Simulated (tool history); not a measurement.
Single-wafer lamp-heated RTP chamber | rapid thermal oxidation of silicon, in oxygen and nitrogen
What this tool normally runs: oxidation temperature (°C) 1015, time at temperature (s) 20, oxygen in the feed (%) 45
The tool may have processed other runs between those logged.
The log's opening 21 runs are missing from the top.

run	hour	oxidation temperature (°C)	time at temperature (s)	oxygen in the feed (%)	read-back reference wafer on the same gauge, thickness	oxide thickness on the monitor wafer (angstrom)
22	1972.7	1039	17	45	3.627	33.78
# hour 1982.6: gauge calibrated
# hour 2019.2: pyrometer window cleaned and pyrometer calibrated
23	2069.6	1006	20	45	3.621	29.22
24	2131.7	998	14	32	3.617	23.87
25	2204.2	1000	13	17	3.621	21.63
26	2278.2	993	30	18	3.622	25.67
27	2352.8	1015	20	45	3.618	30.91
28	2452	992	20	45	3.623	27.68
29	2559.6	1015	20	55	3.621	32.84
30	2643.1	1006	20	45	3.618	29.57
31	2679.8	1031	10	45	3.62	27.42
# hour 2726.1: pyrometer window cleaned and pyrometer calibrated
32	2769.2	1015	20	45	3.619	30.74
33	2885.1	1015	20	45	3.62	30.7
34	2972	1028	20	31	3.624	30.19
35	3014.7	1026	24	59	3.624	38.67
36	3093.5	1015	20	45	3.615	30.91
37	3165.1	1015	10	28	3.613	23.13
38	3210	1034	15	58	3.618	33.76

Predict each of these 3 candidate next runs independently; none follows another, all start after run 38:
A	3210.4	1015	26	45	?	?
B	3210.4	1015	11	53	?	?
C	3210.4	1040	20	64	?	?

run	read-back reference wafer on the same gauge, thickness	oxide thickness on the monitor wafer (angstrom)
A	3.622	34.31
B	3.622	27
C	3.622	40.6
What these runs would have given with no unlogged condition in the tool:
run	oxide thickness on the monitor wafer (angstrom)
A	33.7
B	26.6
C	39.82

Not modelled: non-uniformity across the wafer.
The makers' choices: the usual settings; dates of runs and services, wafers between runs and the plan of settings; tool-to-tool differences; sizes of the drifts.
